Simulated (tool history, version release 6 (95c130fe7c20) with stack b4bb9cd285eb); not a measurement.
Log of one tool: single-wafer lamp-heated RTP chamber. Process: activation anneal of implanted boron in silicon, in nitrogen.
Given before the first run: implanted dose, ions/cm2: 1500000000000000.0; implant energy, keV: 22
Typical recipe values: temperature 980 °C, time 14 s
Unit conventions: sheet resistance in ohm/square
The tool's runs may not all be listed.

run,hour,temperature,time,wafers since the last listed run,wafers since the last pyrometer calibration,wafers since the reflector plate was cleaned,hours since the gauge calibration,"read-back reference wafer on the same gauge, sheet resistance",sheet resistance
1,0,980,8,0,3401,3401,1061.2,120.99,112.12
# hour 28.8: pyrometer window cleaned and pyrometer calibrated
# hour 43.2: reflector plate cleaned
2,74.9,980,8,750,485,404,1136.1,121.05,114.71
3,147.8,980,14,929,1414,1334,1209,121.02,108.59
4,226.5,980,14,1003,2418,2337,1287.7,121.02,108.26
# hour 294.7: pyrometer window cleaned and pyrometer calibrated
5,303.6,980,7,881,112,3218,1364.8,120.99,112.27
# hour 349.1: reflector plate cleaned
6,392.2,980,7,1027,1140,549,1453.4,121.01,116.07
7,466.2,980,14,943,2084,1493,1527.4,120.97,108.87
# hour 598.4: pyrometer window cleaned and pyrometer calibrated
# hour 656.8: gauge calibrated
8,661.3,968,19,2385,801,3878,4.5,121.05,114.47
# hour 695.5: reflector plate cleaned
9,753.8,994,10,1077,1878,743,97,120.96,103.57
10,819.3,1001,10,835,2713,1579,162.5,120.92,100.96
# hour 884.6: pyrometer window cleaned and pyrometer calibrated
11,913.8,980,14,1102,372,2681,257,120.92,107.74
# hour 974: reflector plate cleaned
# hour 1165.5: pyrometer window cleaned and pyrometer calibrated
12,1185,1010,14,3253,248,2587,528.2,121.04,96.35

Expected results for the next run?
13,1232,999,8,599,847,3186,575.2,?,?

{"run 13": {"read-back reference wafer on the same gauge, sheet resistance": 121, "sheet resistance": 101.46}}
If the tool had no hidden condition, the same run with the same run-to-run variation would have returned sheet resistance 103.83 ohm/square.
